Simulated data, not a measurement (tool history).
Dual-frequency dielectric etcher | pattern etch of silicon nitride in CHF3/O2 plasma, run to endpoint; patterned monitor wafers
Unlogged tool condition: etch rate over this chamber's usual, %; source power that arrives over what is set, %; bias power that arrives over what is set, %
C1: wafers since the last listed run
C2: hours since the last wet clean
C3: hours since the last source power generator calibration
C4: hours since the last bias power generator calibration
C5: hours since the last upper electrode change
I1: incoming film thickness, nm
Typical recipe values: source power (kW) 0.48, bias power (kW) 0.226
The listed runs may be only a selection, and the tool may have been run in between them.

Run 1, hour 0: usual settings but source power (kW) 0.53, bias power (kW) 0.209; C1 0; C2 354.8; C3 1657.6; C4 1583.9; C5 3760.2; I1 53.6. Result: endpoint time (s) 36.5.
Run 2, hour 67.8: usual settings but bias power (kW) 0.245; C1 883; C2 422.6; C3 1725.4; C4 1651.7; C5 3828; I1 54.3. Result: endpoint time (s) 35.7.
At hour 142.8: wet clean of the chamber.
Run 3, hour 143.3: usual settings but bias power (kW) 0.245; C1 671; C2 0.5; C3 1800.9; C4 1727.2; C5 3903.5; I1 54.1. Result: endpoint time (s) 36.5.
Run 4, hour 206.1: usual settings; C1 818; C2 63.3; C3 1863.7; C4 1790; C5 3966.3; I1 53.7. Result: endpoint time (s) 37.5.
Run 5, hour 236.6: usual settings; C1 397; C2 93.8; C3 1894.2; C4 1820.5; C5 3996.8; I1 54. Result: endpoint time (s) 37.4.
At hour 272.8: source power generator calibrated.
Run 6, hour 281.7: usual settings; C1 535; C2 138.9; C3 8.9; C4 1865.6; C5 4041.9; I1 54.1. Result: endpoint time (s) 37.5.
Run 7, hour 334.2: usual settings; C1 684; C2 191.4; C3 61.4; C4 1918.1; C5 4094.4; I1 54.4. Result: endpoint time (s) 37.6.
Run 8, hour 361: usual settings; C1 349; C2 218.2; C3 88.2; C4 1944.9; C5 4121.2; I1 54.4. Result: endpoint time (s) 37.5.
Run 9, hour 396.6: usual settings but bias power (kW) 0.213; C1 463; C2 253.8; C3 123.8; C4 1980.5; C5 4156.8; I1 55.1. Result: endpoint time (s) 39.
At hour 428.5: upper electrode replaced.
Run 10, hour 433.9: usual settings; C1 173; C2 291.1; C3 161.1; C4 2017.8; C5 5.4; I1 54.8. Result: endpoint time (s) 37.8.
Run 11, hour 461.1: usual settings but source power (kW) 0.38, bias power (kW) 0.193; C1 354; C2 318.3; C3 188.3; C4 2045; C5 32.6; I1 54.7. Result: endpoint time (s) 43.4.
At hour 496.3: bias power generator calibrated.
Run 12, hour 514.9: usual settings; C1 648; C2 372.1; C3 242.1; C4 18.6; C5 86.4; I1 54.1. Result: endpoint time (s) 36.7.
Run 13, hour 560.2: usual settings but source power (kW) 0.53, bias power (kW) 0.242; C1 590; C2 417.4; C3 287.4; C4 63.9; C5 131.7; I1 54.3. Result: endpoint time (s) 34.7.
Run 14, hour 610.5: usual settings but source power (kW) 0.52, bias power (kW) 0.195; C1 655; C2 467.7; C3 337.7; C4 114.2; C5 182; I1 54. Result: endpoint time (s) 37.7.
Run 15, hour 634.6: usual settings but source power (kW) 0.52, bias power (kW) 0.205; C1 314; C2 491.8; C3 361.8; C4 138.3; C5 206.1; I1 54.2. Result: endpoint time (s) 36.9.
At hour 660.7: wet clean of the chamber.
Run 16, hour 684: usual settings but source power (kW) 0.59, bias power (kW) 0.277; C1 330; C2 23.3; C3 411.2; C4 187.7; C5 255.5; I1 54.2. Result: endpoint time (s) 32.
Run 17, hour 748: usual settings but source power (kW) 0.53, bias power (kW) 0.204; C1 833; C2 87.3; C3 475.2; C4 251.7; C5 319.5; I1 54.4. Result: endpoint time (s) 37.5.
Run 18, hour 806.6: usual settings but source power (kW) 0.38, bias power (kW) 0.193; C1 763; C2 145.9; C3 533.8; C4 310.3; C5 378.1; I1 54.8. Result: endpoint time (s) 43.5.
Run 19, hour 870.1: usual settings but source power (kW) 0.4, bias power (kW) 0.206; C1 827; C2 209.4; C3 597.3; C4 373.8; C5 441.6; I1 54. Result: endpoint time (s) 40.6.

Branching from run 19: 4 alternative next runs. What would each branch give?
Run A, hour 870.5: usual settings but bias power (kW) 0.259; C1 5; C2 209.8; C3 597.7; C4 374.2; C5 442; I1 54.3. Result: endpoint time (s) ?.
Run B, hour 870.5: usual settings but source power (kW) 0.59, bias power (kW) 0.242; C1 5; C2 209.8; C3 597.7; C4 374.2; C5 442; I1 54.3. Result: endpoint time (s) ?.
Run C, hour 870.5: usual settings but source power (kW) 0.59, bias power (kW) 0.207; C1 5; C2 209.8; C3 597.7; C4 374.2; C5 442; I1 54.3. Result: endpoint time (s) ?.
Run D, hour 870.5: usual settings but source power (kW) 0.37, bias power (kW) 0.258; C1 5; C2 209.8; C3 597.7; C4 374.2; C5 442; I1 54.3. Result: endpoint time (s) ?.

run  endpoint time (s)
  A               34.9
  B               33.2
  C               35.4
  D               38.3
What these runs would have given with no unlogged condition in the tool:
run  endpoint time (s)
  A               35.5
  B               33.9
  C               36.1
  D                 39
